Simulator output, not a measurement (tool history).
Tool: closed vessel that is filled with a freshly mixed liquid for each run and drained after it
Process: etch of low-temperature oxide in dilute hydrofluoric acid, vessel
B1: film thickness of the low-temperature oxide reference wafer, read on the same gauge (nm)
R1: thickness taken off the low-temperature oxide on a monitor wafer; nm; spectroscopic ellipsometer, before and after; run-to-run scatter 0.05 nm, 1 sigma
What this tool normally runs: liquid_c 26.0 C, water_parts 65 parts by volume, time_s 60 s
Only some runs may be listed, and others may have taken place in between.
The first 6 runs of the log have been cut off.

{"hour": 291.7, "done": "gauge calibrated"}
{"run": 7, "hour": 315.1, "liquid_c": 26.0, "water_parts": 65, "time_s": 60, "B1": 30.01, "R1": 16.48}
{"run": 8, "hour": 378.5, "liquid_c": 26.0, "water_parts": 65, "time_s": 60, "B1": 29.99, "R1": 16.55}
{"run": 9, "hour": 432.8, "liquid_c": 26.0, "water_parts": 65, "time_s": 60, "B1": 30.01, "R1": 16.55}
{"run": 10, "hour": 502.2, "liquid_c": 26.0, "water_parts": 65, "time_s": 60, "B1": 30.01, "R1": 16.51}
{"run": 11, "hour": 568.9, "liquid_c": 30.5, "water_parts": 65, "time_s": 60, "B1": 30.01, "R1": 19.72}
{"hour": 590.0, "done": "thermometer replaced"}
{"run": 12, "hour": 635.7, "liquid_c": 24.5, "water_parts": 85, "time_s": 45, "B1": 30.0, "R1": 8.7}
{"run": 13, "hour": 681.8, "liquid_c": 27.5, "water_parts": 40, "time_s": 60, "B1": 30.0, "R1": 29.65}
{"run": 14, "hour": 718.0, "liquid_c": 27.5, "water_parts": 55, "time_s": 60, "B1": 30.01, "R1": 21.05}
{"run": 15, "hour": 790.0, "liquid_c": 22.0, "water_parts": 40, "time_s": 90, "B1": 29.99, "R1": 35.42}
{"run": 16, "hour": 849.1, "liquid_c": 30.0, "water_parts": 65, "time_s": 80, "B1": 29.99, "R1": 25.9}
{"run": 17, "hour": 908.9, "liquid_c": 27.5, "water_parts": 65, "time_s": 35, "B1": 29.99, "R1": 10.23}
{"run": 18, "hour": 971.3, "liquid_c": 28.5, "water_parts": 55, "time_s": 60, "B1": 30.0, "R1": 21.83}
{"run": 19, "hour": 1022.5, "liquid_c": 21.5, "water_parts": 55, "time_s": 60, "B1": 29.99, "R1": 16.4}
{"run": 20, "hour": 1054.1, "liquid_c": 26.0, "water_parts": 85, "time_s": 60, "B1": 29.99, "R1": 12.29}
{"hour": 1071.9, "done": "hydrofluoric acid flow meter replaced"}
{"run": 21, "hour": 1119.8, "liquid_c": 22.5, "water_parts": 85, "time_s": 80, "B1": 29.99, "R1": 14.23}
{"run": 22, "hour": 1175.7, "liquid_c": 28.0, "water_parts": 55, "time_s": 70, "B1": 29.99, "R1": 25.03}
{"run": 23, "hour": 1201.2, "liquid_c": 26.0, "water_parts": 65, "time_s": 60, "B1": 30.01, "R1": 16.56}
{"run": 24, "hour": 1227.2, "liquid_c": 26.0, "water_parts": 55, "time_s": 35, "B1": 30.0, "R1": 11.64}
{"run": 25, "hour": 1360.2, "liquid_c": 26.0, "water_parts": 65, "time_s": 60, "B1": 30.0, "R1": 16.49}
{"run": 26, "hour": 1393.3, "liquid_c": 28.5, "water_parts": 90, "time_s": 35, "B1": 29.99, "R1": 7.45}
{"run": 27, "hour": 1426.7, "liquid_c": 26.0, "water_parts": 45, "time_s": 75, "B1": 30.01, "R1": 30.65}
{"run": 28, "hour": 1453.4, "liquid_c": 26.0, "water_parts": 65, "time_s": 60, "B1": 30.0, "R1": 16.49}
{"run": 29, "hour": 1502.7, "liquid_c": 26.0, "water_parts": 65, "time_s": 60, "B1": 30.0, "R1": 16.48}
{"run": 30, "hour": 1526.7, "liquid_c": 23.0, "water_parts": 65, "time_s": 60, "B1": 29.99, "R1": 14.72}
{"run": 31, "hour": 1636.7, "liquid_c": 26.0, "water_parts": 80, "time_s": 60, "B1": 29.99, "R1": 13.17}

Predict each of these 5 candidate next runs independently; none follows another, all start after run 31:
{"run": "A", "hour": 1637.4, "liquid_c": 26.0, "water_parts": 65, "time_s": 45, "B1": "?", "R1": "?"}
{"run": "B", "hour": 1637.4, "liquid_c": 26.0, "water_parts": 40, "time_s": 45, "B1": "?", "R1": "?"}
{"run": "C", "hour": 1637.4, "liquid_c": 23.5, "water_parts": 55, "time_s": 80, "B1": "?", "R1": "?"}
{"run": "D", "hour": 1637.4, "liquid_c": 22.0, "water_parts": 75, "time_s": 80, "B1": "?", "R1": "?"}
{"run": "E", "hour": 1637.4, "liquid_c": 22.5, "water_parts": 85, "time_s": 35, "B1": "?", "R1": "?"}

run=A B1=29.99 R1=12.41
run=B B1=29.99 R1=20.88
run=C B1=29.99 R1=23.88
run=D B1=29.99 R1=16.06
run=E B1=29.99 R1=6.25
What these runs would have given with no unlogged condition in the tool:
run=A R1=12.41
run=B R1=20.88
run=C R1=23.88
run=D R1=16.06
run=E R1=6.25

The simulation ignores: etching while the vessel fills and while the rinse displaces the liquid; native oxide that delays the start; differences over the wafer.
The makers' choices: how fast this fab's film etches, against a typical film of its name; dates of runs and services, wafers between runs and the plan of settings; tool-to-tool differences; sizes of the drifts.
